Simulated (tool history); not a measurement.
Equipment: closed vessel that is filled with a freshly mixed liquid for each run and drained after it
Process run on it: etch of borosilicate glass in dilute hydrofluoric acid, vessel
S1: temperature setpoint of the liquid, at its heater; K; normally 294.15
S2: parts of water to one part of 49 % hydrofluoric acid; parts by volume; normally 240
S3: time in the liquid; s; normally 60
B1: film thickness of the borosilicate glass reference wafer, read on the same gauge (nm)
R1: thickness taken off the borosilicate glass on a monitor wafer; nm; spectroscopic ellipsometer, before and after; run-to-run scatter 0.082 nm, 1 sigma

run 1 day=0.000 | S1=294.15 S2=240 S3=60 | B1=109.98 | R1=9.74
run 2 day=0.483 | S1=294.15 S2=240 S3=60 | B1=110.01 | R1=9.68
run 3 day=1.167 | S1=294.15 S2=240 S3=60 | B1=110.03 | R1=9.52
run 4 day=1.721 | S1=294.15 S2=240 S3=60 | B1=109.99 | R1=9.55
run 5 day=2.033 | S1=294.15 S2=240 S3=60 | B1=110.02 | R1=9.79
run 6 day=2.779 | S1=294.15 S2=240 S3=60 | B1=109.96 | R1=9.65
-- day=3.250 thermometer replaced
run 7 day=3.446 | S1=294.15 S2=240 S3=60 | B1=110.06 | R1=9.69
run 8 day=3.888 | S1=296.65 S2=240 S3=60 | B1=109.99 | R1=10.41
run 9 day=4.592 | S1=294.15 S2=240 S3=60 | B1=110.03 | R1=9.58
run 10 day=4.942 | S1=294.15 S2=240 S3=60 | B1=109.98 | R1=9.80
run 11 day=5.333 | S1=294.15 S2=240 S3=60 | B1=109.99 | R1=9.63
run 12 day=5.662 | S1=298.15 S2=240 S3=60 | B1=109.97 | R1=11.01
run 13 day=6.075 | S1=298.15 S2=240 S3=60 | B1=109.95 | R1=11.25
run 14 day=6.721 | S1=290.15 S2=280 S3=60 | B1=110.07 | R1=6.89
run 15 day=7.304 | S1=294.15 S2=240 S3=60 | B1=109.96 | R1=9.72
run 16 day=7.792 | S1=294.15 S2=155 S3=60 | B1=110.01 | R1=16.39
run 17 day=8.371 | S1=294.15 S2=240 S3=60 | B1=109.98 | R1=9.64
run 18 day=8.921 | S1=294.15 S2=240 S3=60 | B1=110.07 | R1=9.80
run 19 day=9.179 | S1=298.15 S2=240 S3=60 | B1=109.96 | R1=11.17
run 20 day=9.633 | S1=298.15 S2=135 S3=30 | B1=109.95 | R1=11.16
-- day=10.933 hydrofluoric acid flow meter replaced
run 21 day=11.500 | S1=291.65 S2=180 S3=45 | B1=110.01 | R1=9.14
run 22 day=11.858 | S1=295.65 S2=240 S3=60 | B1=110.04 | R1=10.14
run 23 day=12.254 | S1=290.15 S2=305 S3=60 | B1=109.96 | R1=6.04
-- day=12.596 gauge calibrated
run 24 day=12.833 | S1=294.15 S2=290 S3=70 | B1=110.04 | R1=8.74
run 25 day=13.492 | S1=299.15 S2=325 S3=50 | B1=110.00 | R1=6.58
run 26 day=13.958 | S1=294.15 S2=240 S3=60 | B1=109.98 | R1=9.62
run 27 day=14.379 | S1=295.65 S2=185 S3=85 | B1=110.03 | R1=20.01
run 28 day=14.838 | S1=298.15 S2=240 S3=75 | B1=110.01 | R1=14.08
run 29 day=15.296 | S1=292.15 S2=345 S3=50 | B1=109.98 | R1=4.78
run 30 day=15.829 | S1=294.15 S2=240 S3=60 | B1=110.03 | R1=9.54
run 31 day=16.083 | S1=296.15 S2=240 S3=80 | B1=109.98 | R1=13.75
run 32 day=16.538 | S1=297.65 S2=270 S3=70 | B1=110.05 | R1=10.93
run 33 day=16.821 | S1=294.15 S2=240 S3=60 | B1=110.00 | R1=9.63

Consider 4 possible next runs. They are alternatives, not a sequence: every one starts from the tool as it was left by run 33. What does each give?
run A day=16.850 | S1=294.15 S2=300 S3=60 | B1=? | R1=?
run B day=16.850 | S1=297.15 S2=305 S3=60 | B1=? | R1=?
run C day=16.850 | S1=294.15 S2=240 S3=95 | B1=? | R1=?
run D day=16.850 | S1=294.15 S2=330 S3=60 | B1=? | R1=?

run=A B1=110.02 R1=7.45
run=B B1=110.02 R1=8.10
run=C B1=110.02 R1=15.59
run=D B1=110.02 R1=6.59
With no hidden state in the tool, these same runs would have given:
run=A R1=7.45
run=B R1=8.10
run=C R1=15.59
run=D R1=6.59
